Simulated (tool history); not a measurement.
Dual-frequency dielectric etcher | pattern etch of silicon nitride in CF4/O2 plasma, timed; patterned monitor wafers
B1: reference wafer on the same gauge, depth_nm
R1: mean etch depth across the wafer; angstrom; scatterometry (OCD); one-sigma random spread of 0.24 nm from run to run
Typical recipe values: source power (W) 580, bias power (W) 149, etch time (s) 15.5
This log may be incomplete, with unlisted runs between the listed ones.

Run 1, hour 0: usual settings; B1 40.32. Result: R1 355.2 angstrom.
At hour 50.1: wet clean of the chamber.
Run 2, hour 67: usual settings; B1 40.26. Result: R1 353.8 angstrom.
Run 3, hour 275.8: usual settings; B1 40.37. Result: R1 356.4 angstrom.
Run 4, hour 315.1: usual settings; B1 40.34. Result: R1 355.1 angstrom.
At hour 360.5: bias power generator calibrated.
Run 5, hour 377.9: usual settings; B1 40.29. Result: R1 363 angstrom.
Run 6, hour 442.2: usual settings; B1 40.45. Result: R1 366.9 angstrom.
Run 7, hour 489.2: usual settings but etch time (s) 13; B1 40.23. Result: R1 307.3 angstrom.
At hour 524.3: wet clean of the chamber.
Run 8, hour 524.8: usual settings but source power (W) 660, bias power (W) 121; B1 40.39. Result: R1 368.5 angstrom.
Run 9, hour 585.4: usual settings; B1 40.36. Result: R1 366.5 angstrom.
Run 10, hour 629.9: usual settings but source power (W) 670, bias power (W) 166; B1 40.36. Result: R1 450.2 angstrom.
At hour 651.5: source power generator calibrated.
Run 11, hour 698.4: usual settings; B1 40.28. Result: R1 374.4 angstrom.
Run 12, hour 723.8: usual settings but bias power (W) 163; B1 40.32. Result: R1 396.4 angstrom.
Run 13, hour 760.4: usual settings but bias power (W) 172; B1 40.33. Result: R1 403.9 angstrom.
Run 14, hour 812.3: usual settings but bias power (W) 132, etch time (s) 13.5; B1 40.34. Result: R1 304.8 angstrom.
At hour 877.2: upper electrode replaced.
Run 15, hour 882.1: usual settings but source power (W) 620; B1 40.3. Result: R1 400.7 angstrom.
Run 16, hour 935.6: usual settings but source power (W) 480, bias power (W) 165, etch time (s) 19.5; B1 40.25. Result: R1 403.1 angstrom.
Run 17, hour 974.6: usual settings; B1 40.28. Result: R1 371.7 angstrom.
Run 18, hour 1001.5: usual settings; B1 40.3. Result: R1 373.8 angstrom.
Run 19, hour 1054.1: usual settings; B1 40.24. Result: R1 376.1 angstrom.
At hour 1091.9: wet clean of the chamber.
Run 20, hour 1104: usual settings; B1 40.23. Result: R1 369.3 angstrom.
Run 21, hour 1142.8: usual settings; B1 40.29. Result: R1 367.4 angstrom.
Run 22, hour 1191.1: usual settings but etch time (s) 19; B1 40.36. Result: R1 453.2 angstrom.
Run 23, hour 1245.1: usual settings but source power (W) 710; B1 40.25. Result: R1 453.1 angstrom.
At hour 1265.8: gauge calibrated.
Run 24, hour 1296.5: usual settings but source power (W) 670, bias power (W) 166; B1 40.33. Result: R1 457.6 angstrom.
Run 25, hour 1367.1: usual settings but bias power (W) 130, etch time (s) 13; B1 40.33. Result: R1 282 angstrom.
At hour 1584.3: wet clean of the chamber.
Run 26, hour 1584.8: usual settings but source power (W) 630; B1 40.27. Result: R1 397 angstrom.
Run 27, hour 1624.1: usual settings but source power (W) 620, bias power (W) 177, etch time (s) 13.5; B1 40.35. Result: R1 372.5 angstrom.
Run 28, hour 1667.3: usual settings; B1 40.4. Result: R1 367.2 angstrom.
Run 29, hour 1715.1: usual settings but source power (W) 450, bias power (W) 119, etch time (s) 17.5; B1 40.35. Result: R1 272.3 angstrom.

What if the next run were any one of these 4? Each begins from the tool's condition after run 29:
Run A, hour 1715.5: usual settings; B1 ?. Result: R1 ?.
Run B, hour 1715.5: usual settings but source power (W) 530, bias power (W) 132, etch time (s) 19; B1 ?. Result: R1 ?.
Run C, hour 1715.5: usual settings but source power (W) 710, bias power (W) 139, etch time (s) 20; B1 ?. Result: R1 ?.
Run D, hour 1715.5: usual settings but bias power (W) 119, etch time (s) 12.5; B1 ?. Result: R1 ?.

run     B1     R1
  A  40.26  357.7
  B  40.26    371
  C  40.26  546.8
  D  40.26  252.3
With the hidden condition removed and each run's random variation left untouched, the same runs would have given:
run     R1
  A  377.6
  B  391.6
  C  577.1
  D  266.2
